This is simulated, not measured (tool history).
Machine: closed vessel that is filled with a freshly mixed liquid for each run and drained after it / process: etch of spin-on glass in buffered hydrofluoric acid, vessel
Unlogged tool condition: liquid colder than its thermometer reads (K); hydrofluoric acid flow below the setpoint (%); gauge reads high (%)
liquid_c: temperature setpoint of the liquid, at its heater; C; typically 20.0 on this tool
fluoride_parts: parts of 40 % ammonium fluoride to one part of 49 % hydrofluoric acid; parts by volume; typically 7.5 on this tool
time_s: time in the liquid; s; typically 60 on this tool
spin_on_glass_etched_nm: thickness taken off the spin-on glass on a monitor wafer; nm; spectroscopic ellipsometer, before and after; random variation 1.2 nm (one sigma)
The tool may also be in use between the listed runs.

| run | hour | liquid_c | fluoride_parts | time_s | wafers since the last listed run | hours since the thermometer was replaced | hours since the hydrofluoric acid flow meter was replaced | hours since the gauge calibration | read-back film thickness of the spin-on glass reference wafer, read on the same gauge (nm) | spin_on_glass_etched_nm |
|---|---|---|---|---|---|---|---|---|---|---|
| 1 | 0.0 | 20.0 | 7.5 | 60 | 0 | 2850.6 | 1035.7 | 71.2 | 149.97 | 196.59 |
| 2 | 32.6 | 20.0 | 7.5 | 60 | 4359 | 2883.2 | 1068.3 | 103.8 | 150.02 | 196.43 |
| 3 | 51.0 | 20.0 | 7.5 | 60 | 2460 | 2901.6 | 1086.7 | 122.2 | 149.99 | 198.64 |
| 4 | 67.0 | 20.0 | 7.5 | 60 | 2139 | 2917.6 | 1102.7 | 138.2 | 149.97 | 197.56 |
| 5 | 87.0 | 20.0 | 7.5 | 60 | 2674 | 2937.6 | 1122.7 | 158.2 | 150.02 | 198.75 |
| 6 | 113.4 | 20.0 | 7.5 | 60 | 3530 | 2964.0 | 1149.1 | 184.6 | 150.02 | 197.00 |
| 7 | 129.5 | 20.0 | 7.5 | 60 | 2153 | 2980.1 | 1165.2 | 200.7 | 150.03 | 196.50 |
| 8 | 154.0 | 20.0 | 7.5 | 60 | 3276 | 3004.6 | 1189.7 | 225.2 | 150.00 | 198.29 |
|  | 160.0 | thermometer replaced |
| 9 | 173.4 | 17.5 | 7.5 | 60 | 2460 | 13.4 | 1209.1 | 244.6 | 150.01 | 171.09 |
| 10 | 190.8 | 17.5 | 7.5 | 60 | 2326 | 30.8 | 1226.5 | 262.0 | 150.00 | 171.05 |
| 11 | 214.0 | 20.0 | 7.5 | 60 | 3102 | 54.0 | 1249.7 | 285.2 | 149.97 | 197.53 |
| 12 | 243.8 | 17.0 | 5.5 | 60 | 3985 | 83.8 | 1279.5 | 315.0 | 150.01 | 219.71 |
|  | 246.4 | hydrofluoric acid flow meter replaced |
| 13 | 270.9 | 20.0 | 7.5 | 50 | 3490 | 110.9 | 24.5 | 342.1 | 150.01 | 163.89 |
|  | 291.2 | gauge calibrated |
| 14 | 292.7 | 17.0 | 7.5 | 60 | 2915 | 132.7 | 46.3 | 1.5 | 150.00 | 165.75 |
| 15 | 321.9 | 20.0 | 6.5 | 60 | 3904 | 161.9 | 75.5 | 30.7 | 150.02 | 227.67 |
| 16 | 353.3 | 17.0 | 7.5 | 40 | 4199 | 193.3 | 106.9 | 62.1 | 149.97 | 111.79 |
| 17 | 388.0 | 20.0 | 7.5 | 60 | 4640 | 228.0 | 141.6 | 96.8 | 149.99 | 196.72 |
| 18 | 401.7 | 18.0 | 9.0 | 80 | 1832 | 241.7 | 155.3 | 110.5 | 150.05 | 193.54 |
| 19 | 414.6 | 17.5 | 7.5 | 90 | 1725 | 254.6 | 168.2 | 123.4 | 150.00 | 255.50 |
| 20 | 449.3 | 18.0 | 6.5 | 30 | 4640 | 289.3 | 202.9 | 158.1 | 149.97 | 100.95 |
| 21 | 481.4 | 20.0 | 9.5 | 30 | 4292 | 321.4 | 235.0 | 190.2 | 150.03 | 78.11 |
| 22 | 506.9 | 20.0 | 7.5 | 60 | 3410 | 346.9 | 260.5 | 215.7 | 150.00 | 197.01 |

Alternative continuations, all from the tool just after run 22; predict every row:
| A | 507.6 | 20.0 | 7.5 | 60 | 93 | 347.6 | 261.2 | 216.4 | ? | ? |
| B | 507.6 | 17.0 | 9.0 | 45 | 93 | 347.6 | 261.2 | 216.4 | ? | ? |
| C | 507.6 | 20.0 | 8.5 | 50 | 93 | 347.6 | 261.2 | 216.4 | ? | ? |
| D | 507.6 | 20.0 | 6.0 | 60 | 93 | 347.6 | 261.2 | 216.4 | ? | ? |

| run | read-back film thickness of the spin-on glass reference wafer, read on the same gauge (nm) | spin_on_glass_etched_nm |
|---|---|---|
| A | 150.01 | 198.22 |
| B | 150.01 | 102.97 |
| C | 150.01 | 144.24 |
| D | 150.01 | 244.11 |
Without the tool's unlogged condition, the same runs would have read:
| run | spin_on_glass_etched_nm |
|---|---|
| A | 198.22 |
| B | 102.97 |
| C | 144.24 |
| D | 244.11 |

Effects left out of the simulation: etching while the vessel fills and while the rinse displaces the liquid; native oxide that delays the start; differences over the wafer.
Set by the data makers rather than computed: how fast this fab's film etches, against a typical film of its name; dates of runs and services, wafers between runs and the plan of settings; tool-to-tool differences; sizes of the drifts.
